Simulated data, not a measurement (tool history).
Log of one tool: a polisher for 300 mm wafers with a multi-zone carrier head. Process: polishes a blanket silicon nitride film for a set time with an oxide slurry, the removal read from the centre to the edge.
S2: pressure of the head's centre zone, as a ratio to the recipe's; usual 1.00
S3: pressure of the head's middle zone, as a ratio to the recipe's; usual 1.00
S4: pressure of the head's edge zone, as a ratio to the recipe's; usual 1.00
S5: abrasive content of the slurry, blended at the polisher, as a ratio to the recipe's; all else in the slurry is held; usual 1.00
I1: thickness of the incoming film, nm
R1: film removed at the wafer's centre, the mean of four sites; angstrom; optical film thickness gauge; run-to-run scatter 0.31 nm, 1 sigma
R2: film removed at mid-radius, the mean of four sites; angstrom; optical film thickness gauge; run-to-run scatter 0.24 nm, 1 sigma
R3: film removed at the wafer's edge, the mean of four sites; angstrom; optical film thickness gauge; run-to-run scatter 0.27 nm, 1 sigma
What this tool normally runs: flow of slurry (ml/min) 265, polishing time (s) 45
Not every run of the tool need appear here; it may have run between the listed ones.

run 1 hour=0.0 | flow_of_slurry_(ml/min)=265 S2=1.00 S3=1.00 S4=1.00 S5=1.00 polishing_time_(s)=45 | I1=449.9 | R1=214 R2=230 R3=225
run 2 hour=29.4 | flow_of_slurry_(ml/min)=265 S2=1.07 S3=1.00 S4=1.00 S5=1.00 polishing_time_(s)=49 | I1=449.5 | R1=251 R2=258 R3=244
run 3 hour=54.0 | flow_of_slurry_(ml/min)=265 S2=1.00 S3=1.00 S4=1.00 S5=1.00 polishing_time_(s)=45 | I1=454.1 | R1=208 R2=232 R3=223
run 4 hour=104.6 | flow_of_slurry_(ml/min)=210 S2=1.00 S3=0.93 S4=1.00 S5=1.00 polishing_time_(s)=45 | I1=449.6 | R1=197 R2=213 R3=219
-- hour=114.2 worn pad replaced by a new one
-- hour=118.5 centre zone pressure recalibrated
run 5 hour=158.1 | flow_of_slurry_(ml/min)=265 S2=1.00 S3=1.00 S4=1.00 S5=1.00 polishing_time_(s)=45 | I1=457.2 | R1=233 R2=232 R3=224
run 6 hour=203.2 | flow_of_slurry_(ml/min)=265 S2=1.00 S3=1.00 S4=1.00 S5=1.00 polishing_time_(s)=57 | I1=443.1 | R1=289 R2=290 R3=281
run 7 hour=234.9 | flow_of_slurry_(ml/min)=265 S2=1.09 S3=1.00 S4=1.07 S5=1.20 polishing_time_(s)=40 | I1=446.4 | R1=238 R2=225 R3=214
-- hour=256.4 slurry nozzle cleaned
run 8 hour=259.2 | flow_of_slurry_(ml/min)=265 S2=1.00 S3=1.05 S4=1.00 S5=0.75 polishing_time_(s)=45 | I1=455.1 | R1=198 R2=214 R3=195
run 9 hour=293.2 | flow_of_slurry_(ml/min)=310 S2=1.07 S3=1.11 S4=1.00 S5=1.00 polishing_time_(s)=45 | I1=451.5 | R1=242 R2=254 R3=226
-- hour=469.0 carrier head's membrane replaced by a new one
run 10 hour=480.7 | flow_of_slurry_(ml/min)=240 S2=1.00 S3=0.94 S4=0.90 S5=1.00 polishing_time_(s)=50 | I1=457.5 | R1=234 R2=248 R3=233
-- hour=495.5 worn pad replaced by a new one
-- hour=496.1 edge zone pressure recalibrated
-- hour=496.3 centre zone pressure recalibrated
run 11 hour=527.7 | flow_of_slurry_(ml/min)=225 S2=1.11 S3=1.00 S4=1.00 S5=1.15 polishing_time_(s)=45 | I1=449.4 | R1=263 R2=242 R3=230
run 12 hour=566.0 | flow_of_slurry_(ml/min)=265 S2=1.00 S3=1.00 S4=1.00 S5=1.15 polishing_time_(s)=45 | I1=454.5 | R1=242 R2=243 R3=236
run 13 hour=590.0 | flow_of_slurry_(ml/min)=295 S2=1.08 S3=1.07 S4=1.06 S5=1.00 polishing_time_(s)=45 | I1=448.3 | R1=248 R2=247 R3=229
run 14 hour=621.7 | flow_of_slurry_(ml/min)=265 S2=1.00 S3=1.00 S4=1.00 S5=1.00 polishing_time_(s)=45 | I1=449.2 | R1=229 R2=235 R3=225
run 15 hour=675.1 | flow_of_slurry_(ml/min)=265 S2=1.00 S3=1.09 S4=1.00 S5=1.00 polishing_time_(s)=40 | I1=456.3 | R1=201 R2=221 R3=201
run 16 hour=700.0 | flow_of_slurry_(ml/min)=265 S2=1.00 S3=1.09 S4=0.88 S5=1.00 polishing_time_(s)=55 | I1=455.8 | R1=268 R2=297 R3=264
run 17 hour=766.7 | flow_of_slurry_(ml/min)=265 S2=1.11 S3=1.00 S4=0.95 S5=1.00 polishing_time_(s)=45 | I1=447.4 | R1=249 R2=233 R3=216
run 18 hour=818.6 | flow_of_slurry_(ml/min)=265 S2=1.00 S3=1.00 S4=1.00 S5=1.00 polishing_time_(s)=45 | I1=451.8 | R1=214 R2=234 R3=225
-- hour=872.1 worn pad replaced by a new one
-- hour=891.2 centre zone pressure recalibrated
run 19 hour=925.0 | flow_of_slurry_(ml/min)=195 S2=1.11 S3=1.00 S4=1.00 S5=1.00 polishing_time_(s)=45 | I1=457.1 | R1=240 R2=221 R3=212
-- hour=981.4 slurry nozzle cleaned
run 20 hour=994.0 | flow_of_slurry_(ml/min)=265 S2=0.95 S3=1.00 S4=1.00 S5=1.00 polishing_time_(s)=51 | I1=455.7 | R1=244 R2=263 R3=250

5 options for the next run, each taken on its own from the tool as it stands now. Forecast them:
run A hour=994.4 | flow_of_slurry_(ml/min)=265 S2=1.00 S3=1.00 S4=1.00 S5=1.20 polishing_time_(s)=45 | I1=446.1 | R1=? R2=? R3=?
run B hour=994.4 | flow_of_slurry_(ml/min)=235 S2=1.04 S3=1.00 S4=1.11 S5=1.00 polishing_time_(s)=45 | I1=446.1 | R1=? R2=? R3=?
run C hour=994.4 | flow_of_slurry_(ml/min)=265 S2=1.00 S3=0.92 S4=1.00 S5=1.20 polishing_time_(s)=45 | I1=446.1 | R1=? R2=? R3=?
run D hour=994.4 | flow_of_slurry_(ml/min)=265 S2=0.90 S3=1.00 S4=1.00 S5=1.00 polishing_time_(s)=58 | I1=446.1 | R1=? R2=? R3=?
run E hour=994.4 | flow_of_slurry_(ml/min)=190 S2=1.00 S3=1.03 S4=1.00 S5=1.00 polishing_time_(s)=45 | I1=446.1 | R1=? R2=? R3=?

run=A R1=240 R2=255 R3=242
run=B R1=228 R2=233 R3=232
run=C R1=240 R2=240 R3=242
run=D R1=258 R2=305 R3=289
run=E R1=212 R2=231 R3=217
With the hidden condition removed and each run's random variation left untouched, the same runs would have given:
run=A R1=243 R2=255 R3=242
run=B R1=231 R2=233 R3=232
run=C R1=243 R2=240 R3=242
run=D R1=262 R2=305 R3=289
run=E R1=215 R2=231 R3=217

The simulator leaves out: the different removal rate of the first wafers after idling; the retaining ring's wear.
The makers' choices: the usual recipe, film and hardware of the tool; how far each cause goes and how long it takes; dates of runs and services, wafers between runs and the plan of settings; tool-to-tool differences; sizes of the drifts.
